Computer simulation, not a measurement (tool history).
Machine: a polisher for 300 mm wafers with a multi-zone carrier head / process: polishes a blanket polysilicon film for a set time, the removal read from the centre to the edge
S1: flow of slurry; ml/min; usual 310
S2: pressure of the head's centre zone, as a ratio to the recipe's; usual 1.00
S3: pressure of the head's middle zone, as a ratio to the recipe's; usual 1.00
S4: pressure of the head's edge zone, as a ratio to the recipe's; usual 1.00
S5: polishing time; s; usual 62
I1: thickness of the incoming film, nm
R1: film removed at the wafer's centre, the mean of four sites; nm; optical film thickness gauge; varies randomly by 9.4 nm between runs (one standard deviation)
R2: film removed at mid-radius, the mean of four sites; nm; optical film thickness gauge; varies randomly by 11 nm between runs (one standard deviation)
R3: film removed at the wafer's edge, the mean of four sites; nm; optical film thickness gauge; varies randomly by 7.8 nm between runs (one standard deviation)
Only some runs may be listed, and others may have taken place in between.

| run | hour | S1 | S2 | S3 | S4 | S5 | I1 | R1 | R2 | R3 |
|---|---|---|---|---|---|---|---|---|---|---|
| 1 | 0.0 | 310 | 1.00 | 1.00 | 1.00 | 62 | 2128.3 | 886.2 | 862.2 | 847.2 |
| 2 | 26.6 | 200 | 1.12 | 1.00 | 1.00 | 71 | 2146.8 | 1082.0 | 927.3 | 938.6 |
| 3 | 44.6 | 310 | 1.00 | 1.00 | 1.00 | 79 | 2123.3 | 1172.3 | 1084.2 | 1092.6 |
|  | 62.0 | worn pad replaced by a new one |
| 4 | 75.9 | 310 | 0.92 | 1.00 | 1.00 | 62 | 2144.7 | 831.2 | 872.9 | 855.6 |
| 5 | 105.1 | 310 | 1.00 | 1.00 | 1.00 | 62 | 2106.3 | 909.8 | 864.3 | 860.5 |
|  | 118.9 | centre zone pressure recalibrated |
| 6 | 132.4 | 310 | 1.00 | 1.00 | 1.00 | 47 | 2111.2 | 672.0 | 642.1 | 644.4 |
| 7 | 159.0 | 205 | 1.00 | 1.06 | 0.93 | 62 | 2119.1 | 808.5 | 842.3 | 779.5 |
|  | 161.7 | slurry nozzle cleaned |
| 8 | 182.7 | 310 | 1.00 | 1.00 | 1.00 | 62 | 2136.4 | 867.4 | 855.6 | 842.5 |
| 9 | 216.1 | 360 | 1.00 | 1.00 | 1.00 | 62 | 2113.9 | 892.6 | 850.9 | 868.5 |
| 10 | 244.8 | 310 | 1.00 | 1.00 | 1.00 | 62 | 2127.3 | 876.3 | 868.5 | 850.3 |
| 11 | 257.6 | 380 | 0.90 | 1.03 | 1.07 | 62 | 2160.7 | 806.1 | 896.3 | 897.1 |
| 12 | 279.5 | 240 | 0.96 | 1.07 | 1.00 | 62 | 2160.0 | 822.0 | 877.8 | 830.7 |
| 13 | 294.0 | 310 | 1.00 | 1.00 | 0.94 | 62 | 2095.3 | 868.3 | 870.7 | 822.7 |
| 14 | 310.1 | 215 | 1.05 | 1.00 | 0.95 | 74 | 2173.0 | 1061.0 | 996.5 | 946.6 |
| 15 | 324.0 | 310 | 1.00 | 1.00 | 1.00 | 62 | 2146.5 | 863.7 | 849.2 | 855.6 |
|  | 348.6 | worn pad replaced by a new one |
| 16 | 352.0 | 235 | 0.97 | 1.05 | 1.00 | 55 | 2117.1 | 744.0 | 762.0 | 739.6 |
| 17 | 375.6 | 310 | 1.04 | 0.88 | 1.10 | 62 | 2177.4 | 920.7 | 776.8 | 906.3 |
| 18 | 396.7 | 310 | 1.00 | 1.00 | 1.00 | 62 | 2096.2 | 872.9 | 850.9 | 852.5 |
| 19 | 414.8 | 310 | 1.00 | 0.90 | 0.90 | 62 | 2135.4 | 909.3 | 796.4 | 815.9 |
| 20 | 435.2 | 310 | 1.06 | 1.00 | 1.05 | 62 | 2170.4 | 947.3 | 865.5 | 869.1 |
| 21 | 467.1 | 310 | 1.00 | 1.00 | 1.00 | 62 | 2118.0 | 909.4 | 867.7 | 846.1 |
|  | 474.7 | centre zone pressure recalibrated |
| 22 | 497.4 | 235 | 1.00 | 1.03 | 1.00 | 62 | 2131.8 | 851.3 | 860.7 | 843.1 |

Branching from run 22: 4 alternative next runs. What would each branch give?
| A | 497.8 | 310 | 1.00 | 1.00 | 1.00 | 62 | 2123.7 | ? | ? | ? |
| B | 497.8 | 310 | 1.06 | 1.00 | 1.00 | 62 | 2123.7 | ? | ? | ? |
| C | 497.8 | 280 | 1.00 | 0.96 | 1.08 | 83 | 2123.7 | ? | ? | ? |
| D | 497.8 | 310 | 1.00 | 1.00 | 1.00 | 44 | 2123.7 | ? | ? | ? |

| run | R1 | R2 | R3 |
|---|---|---|---|
| A | 865.0 | 858.2 | 843.7 |
| B | 917.3 | 857.9 | 843.7 |
| C | 1143.5 | 1101.7 | 1163.7 |
| D | 613.9 | 609.0 | 598.7 |
The same runs, with their run-to-run variation unchanged, on a tool lacking any hidden condition would have given:
| run | R1 | R2 | R3 |
|---|---|---|---|
| A | 864.8 | 858.2 | 843.7 |
| B | 917.1 | 857.9 | 843.7 |
| C | 1143.2 | 1101.7 | 1163.7 |
| D | 613.7 | 609.0 | 598.7 |
